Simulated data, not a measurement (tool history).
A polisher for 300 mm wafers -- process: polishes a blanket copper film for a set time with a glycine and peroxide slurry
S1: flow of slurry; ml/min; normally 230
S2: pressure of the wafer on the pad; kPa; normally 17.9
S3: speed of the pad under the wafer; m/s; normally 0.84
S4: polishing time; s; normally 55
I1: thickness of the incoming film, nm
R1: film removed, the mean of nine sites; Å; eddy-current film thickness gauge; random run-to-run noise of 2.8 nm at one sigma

run   hour   S1    S2    S3  S4      I1    R1
  1      0  290  14.5  0.84  55  1241.7  2118
  2   20.5  290  14.5  0.84  55  1232.6  2148
  3   41.9  290  14.5  0.84  55    1242  2127
      60.7  -- worn pad replaced by a new one
  4   64.7  230  17.9  0.84  55  1245.2  2391
  5   79.2  230  17.9  0.84  55  1271.1  2406
  6  112.5  230  17.9  0.84  55  1238.1  2397
  7  131.8  230  17.9  0.84  55  1249.5  2383
  8  157.3  230  17.9  0.84  55  1241.6  2379
  9  186.5  230  17.9  0.84  55  1248.1  2346
     206.7  -- worn pad replaced by a new one
 10  207.2  230  17.9  0.84  45  1265.5  1902
 11  229.2  230  17.9  1.06  55  1255.2  2717
 12  241.4  230  17.9  0.84  47  1250.6  2034
 13    256  230  17.9  0.84  47  1226.9  1971
     263.6  -- head pressure recalibrated
 14  271.5  230  17.9  0.62  55    1242  1979
 15  351.3  230  17.9  0.84  55  1250.8  2242
     364.1  -- worn pad replaced by a new one
 16  374.2  230  17.9  0.84  37  1254.3  1546
 17  406.3  230  20.7   0.6  62  1237.1  2379
 18  419.6  230  11.7  0.84  55  1250.3  1665
 19  445.6  230  22.1   0.6  62  1244.9  2451
 20  474.5  295  23.4   1.1  66  1238.5  4128
     485.5  -- slurry nozzle cleaned
       486  -- worn pad replaced by a new one
 21    505  230  13.1  0.72  55  1246.9  1813
 22  537.8  230  17.9  1.08  55  1247.6  2923
 23  557.7  230  17.9  0.84  55    1239  2530
 24  593.7  230  17.9  0.84  55  1227.7  2470
 25  607.6  230  17.9  1.08  55  1252.2  2943
     621.5  -- worn pad replaced by a new one
 26  638.4  270    20  1.12  55  1248.9  3291
 27    653  230  17.9  0.84  55  1239.6  2479
 28  678.2  305    20  1.02  45  1247.7  2625
 29    713  230  11.7  1.04  71  1264.1  2637

Branching from run 29: 4 alternative next runs. What would each branch give?
  A  713.4  230  17.9  0.84  55  1229.3   ?
  B  713.4  230  17.9  1.08  49  1229.3   ?
  C  713.4  230  15.2  0.84  48  1229.3   ?
  D  713.4  230  17.9  0.84  41  1229.3   ?

run    R1
  A  2431
  B  2549
  C  1873
  D  1812
Take away the tool's hidden state, keep each run's random variation, and the runs would have read:
run    R1
  A  2481
  B  2602
  C  1912
  D  1849

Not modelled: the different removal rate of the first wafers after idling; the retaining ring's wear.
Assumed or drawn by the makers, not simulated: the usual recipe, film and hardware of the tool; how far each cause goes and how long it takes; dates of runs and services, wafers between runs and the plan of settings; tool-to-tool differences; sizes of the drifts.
